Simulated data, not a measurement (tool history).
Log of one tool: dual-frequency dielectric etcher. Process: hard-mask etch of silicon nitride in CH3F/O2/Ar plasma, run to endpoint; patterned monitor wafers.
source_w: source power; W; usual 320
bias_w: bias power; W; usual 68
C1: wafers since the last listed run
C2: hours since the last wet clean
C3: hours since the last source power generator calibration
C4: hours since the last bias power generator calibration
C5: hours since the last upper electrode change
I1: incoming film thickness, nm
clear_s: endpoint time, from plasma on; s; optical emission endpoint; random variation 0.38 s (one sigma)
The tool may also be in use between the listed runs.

Run 1, hour 0.0: usual settings but source_w 380 W, bias_w 77 W; C1 0; C2 388.5; C3 3717.9; C4 4637.2; C5 2835.4; I1 41.35. Result: clear_s 63.9 s.
Run 2, hour 9.0: usual settings but source_w 380 W, bias_w 77 W; C1 128; C2 397.5; C3 3726.9; C4 4646.2; C5 2844.4; I1 41.80. Result: clear_s 65.6 s.
Run 3, hour 20.2: usual settings but source_w 380 W, bias_w 77 W; C1 159; C2 408.7; C3 3738.1; C4 4657.4; C5 2855.6; I1 41.53. Result: clear_s 64.7 s.
Run 4, hour 31.6: usual settings but bias_w 74 W; C1 162; C2 420.1; C3 3749.5; C4 4668.8; C5 2867.0; I1 42.33. Result: clear_s 70.5 s.
Run 5, hour 41.4: usual settings; C1 139; C2 429.9; C3 3759.3; C4 4678.6; C5 2876.8; I1 42.29. Result: clear_s 72.9 s.
Run 6, hour 51.1: usual settings; C1 138; C2 439.6; C3 3769.0; C4 4688.3; C5 2886.5; I1 41.91. Result: clear_s 73.1 s.
Run 7, hour 66.3: usual settings; C1 216; C2 454.8; C3 3784.2; C4 4703.5; C5 2901.7; I1 41.98. Result: clear_s 72.7 s.
Run 8, hour 79.0: usual settings but source_w 270 W; C1 180; C2 467.5; C3 3796.9; C4 4716.2; C5 2914.4; I1 42.35. Result: clear_s 77.0 s.
Run 9, hour 92.0: usual settings but source_w 260 W; C1 185; C2 480.5; C3 3809.9; C4 4729.2; C5 2927.4; I1 41.77. Result: clear_s 77.4 s.
Run 10, hour 99.9: usual settings but bias_w 57 W; C1 112; C2 488.4; C3 3817.8; C4 4737.1; C5 2935.3; I1 42.31. Result: clear_s 79.1 s.
At hour 111.1: source power generator calibrated.
Run 11, hour 117.5: usual settings but source_w 290 W, bias_w 53 W; C1 193; C2 506.0; C3 6.4; C4 4754.7; C5 2952.9; I1 41.92. Result: clear_s 83.2 s.
At hour 158.3: wet clean of the chamber.
At hour 159.1: bias power generator calibrated.
At hour 177.2: upper electrode replaced.
Run 12, hour 177.7: usual settings; C1 247; C2 19.4; C3 66.6; C4 18.6; C5 0.5; I1 42.00. Result: clear_s 72.4 s.
Run 13, hour 178.0: usual settings but bias_w 54 W; C1 4; C2 19.7; C3 66.9; C4 18.9; C5 0.8; I1 41.73. Result: clear_s 80.2 s.
Run 14, hour 208.7: usual settings but bias_w 58 W; C1 436; C2 50.4; C3 97.6; C4 49.6; C5 31.5; I1 42.21. Result: clear_s 77.6 s.
Run 15, hour 218.9: usual settings; C1 145; C2 60.6; C3 107.8; C4 59.8; C5 41.7; I1 41.91. Result: clear_s 72.5 s.
Run 16, hour 234.5: usual settings but source_w 290 W, bias_w 59 W; C1 222; C2 76.2; C3 123.4; C4 75.4; C5 57.3; I1 42.28. Result: clear_s 80.2 s.
Run 17, hour 248.5: usual settings but source_w 270 W, bias_w 56 W; C1 199; C2 90.2; C3 137.4; C4 89.4; C5 71.3; I1 42.00. Result: clear_s 83.7 s.
Run 18, hour 262.7: usual settings but source_w 290 W, bias_w 54 W; C1 202; C2 104.4; C3 151.6; C4 103.6; C5 85.5; I1 41.44. Result: clear_s 81.2 s.
Run 19, hour 279.8: usual settings but bias_w 61 W; C1 243; C2 121.5; C3 168.7; C4 120.7; C5 102.6; I1 42.37. Result: clear_s 76.4 s.

What the log doesn't show, run by run:
etch rate over this chamber's usual, %: 0 in every run
source power that arrives over what is set, %: 0 in every run
bias power that arrives over what is set, %: 0 in every run
